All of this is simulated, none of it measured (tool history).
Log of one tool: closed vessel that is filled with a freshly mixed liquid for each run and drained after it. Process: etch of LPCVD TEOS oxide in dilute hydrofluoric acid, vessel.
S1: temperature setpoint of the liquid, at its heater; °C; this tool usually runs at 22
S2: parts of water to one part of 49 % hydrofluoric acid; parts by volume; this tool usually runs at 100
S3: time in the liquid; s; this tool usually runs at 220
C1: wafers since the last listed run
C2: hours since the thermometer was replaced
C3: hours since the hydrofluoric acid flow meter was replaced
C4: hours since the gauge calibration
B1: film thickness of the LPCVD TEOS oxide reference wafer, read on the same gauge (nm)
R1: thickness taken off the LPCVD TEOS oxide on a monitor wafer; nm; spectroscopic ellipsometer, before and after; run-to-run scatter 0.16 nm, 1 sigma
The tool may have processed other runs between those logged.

{"run": 1, "hour": 0.0, "S1": 22, "S2": 100, "S3": 220, "C1": 0, "C2": 296.1, "C3": 860.9, "C4": 665.5, "B1": 39.94, "R1": 51.05}
{"run": 2, "hour": 24.7, "S1": 22, "S2": 100, "S3": 220, "C1": 1808, "C2": 320.8, "C3": 885.6, "C4": 690.2, "B1": 40.06, "R1": 50.86}
{"run": 3, "hour": 61.7, "S1": 22, "S2": 100, "S3": 220, "C1": 2708, "C2": 357.8, "C3": 922.6, "C4": 727.2, "B1": 39.97, "R1": 50.72}
{"run": 4, "hour": 129.4, "S1": 22, "S2": 100, "S3": 220, "C1": 4956, "C2": 425.5, "C3": 990.3, "C4": 794.9, "B1": 40.01, "R1": 50.81}
{"run": 5, "hour": 154.4, "S1": 22, "S2": 100, "S3": 220, "C1": 1830, "C2": 450.5, "C3": 1015.3, "C4": 819.9, "B1": 39.99, "R1": 50.81}
{"run": 6, "hour": 220.0, "S1": 22, "S2": 100, "S3": 220, "C1": 4802, "C2": 516.1, "C3": 1080.9, "C4": 885.5, "B1": 40.03, "R1": 50.86}
{"run": 7, "hour": 278.7, "S1": 22, "S2": 100, "S3": 220, "C1": 4297, "C2": 574.8, "C3": 1139.6, "C4": 944.2, "B1": 40.02, "R1": 50.38}
{"run": 8, "hour": 310.9, "S1": 22, "S2": 100, "S3": 220, "C1": 2357, "C2": 607, "C3": 1171.8, "C4": 976.4, "B1": 39.97, "R1": 50.52}
{"run": 9, "hour": 358.4, "S1": 20, "S2": 100, "S3": 220, "C1": 3477, "C2": 654.5, "C3": 1219.3, "C4": 1023.9, "B1": 39.99, "R1": 46.33}
{"hour": 413.8, "done": "hydrofluoric acid flow meter replaced"}
{"hour": 498.3, "done": "thermometer replaced"}
{"run": 10, "hour": 498.8, "S1": 22, "S2": 100, "S3": 220, "C1": 10132, "C2": 0.5, "C3": 85, "C4": 1164.3, "B1": 40.01, "R1": 52.2}
{"run": 11, "hour": 525.2, "S1": 22, "S2": 100, "S3": 220, "C1": 1932, "C2": 26.9, "C3": 111.4, "C4": 1190.7, "B1": 40, "R1": 51.86}
{"run": 12, "hour": 579.0, "S1": 22, "S2": 100, "S3": 220, "C1": 3938, "C2": 80.7, "C3": 165.2, "C4": 1244.5, "B1": 40.02, "R1": 51.58}
{"run": 13, "hour": 627.3, "S1": 19, "S2": 100, "S3": 285, "C1": 3536, "C2": 129, "C3": 213.5, "C4": 1292.8, "B1": 39.99, "R1": 59.33}
{"run": 14, "hour": 654.2, "S1": 22, "S2": 100, "S3": 220, "C1": 1969, "C2": 155.9, "C3": 240.4, "C4": 1319.7, "B1": 39.97, "R1": 51.61}
{"run": 15, "hour": 695.9, "S1": 24, "S2": 135, "S3": 130, "C1": 3052, "C2": 197.6, "C3": 282.1, "C4": 1361.4, "B1": 40.02, "R1": 23.46}

Run 16, settings as shown, results not yet in. Your forecast:
{"run": 16, "hour": 725.6, "S1": 22, "S2": 100, "S3": 220, "C1": 2174, "C2": 227.3, "C3": 311.8, "C4": 1391.1, "B1": "?", "R1": "?"}

B1: 40.03
R1: 51.59 nm
Were there no unlogged condition in the tool, this run, its random variation unchanged, would have produced R1 52.28 nm.
